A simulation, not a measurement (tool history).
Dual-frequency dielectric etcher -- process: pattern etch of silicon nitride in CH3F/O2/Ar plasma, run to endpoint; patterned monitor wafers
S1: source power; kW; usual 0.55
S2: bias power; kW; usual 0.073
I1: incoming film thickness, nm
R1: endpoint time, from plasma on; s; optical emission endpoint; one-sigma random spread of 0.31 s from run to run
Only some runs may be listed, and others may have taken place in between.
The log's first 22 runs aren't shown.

run,hour,S1,S2,I1,R1
23,690.4,0.46,0.073,53.3,69.4
24,724.1,0.66,0.073,52.4,59
# hour 748.1: bias power generator calibrated
25,754.5,0.66,0.061,52.8,62
# hour 783.9: wet clean of the chamber
26,813.3,0.55,0.073,53,63.8
27,828.5,0.51,0.073,52.6,65.6
28,880.5,0.6,0.058,52.9,64.5
29,896.5,0.46,0.085,52.9,65.9
30,924.2,0.55,0.073,52.8,63.8
31,956.2,0.6,0.086,52.7,59.7
32,1046.4,0.59,0.089,52.7,59.6

4 ways to go on from here, each from the tool as it stands after run 32. What would each give?
A,1046.8,0.55,0.073,53,?
B,1046.8,0.63,0.073,53,?
C,1046.8,0.42,0.073,53,?
D,1046.8,0.59,0.078,53,?

run,R1
A,64.3
B,61.2
C,70.8
D,61.9
Without the tool's unlogged condition, the same runs would have read:
run,R1
A,64.3
B,61.2
C,70.8
D,61.9
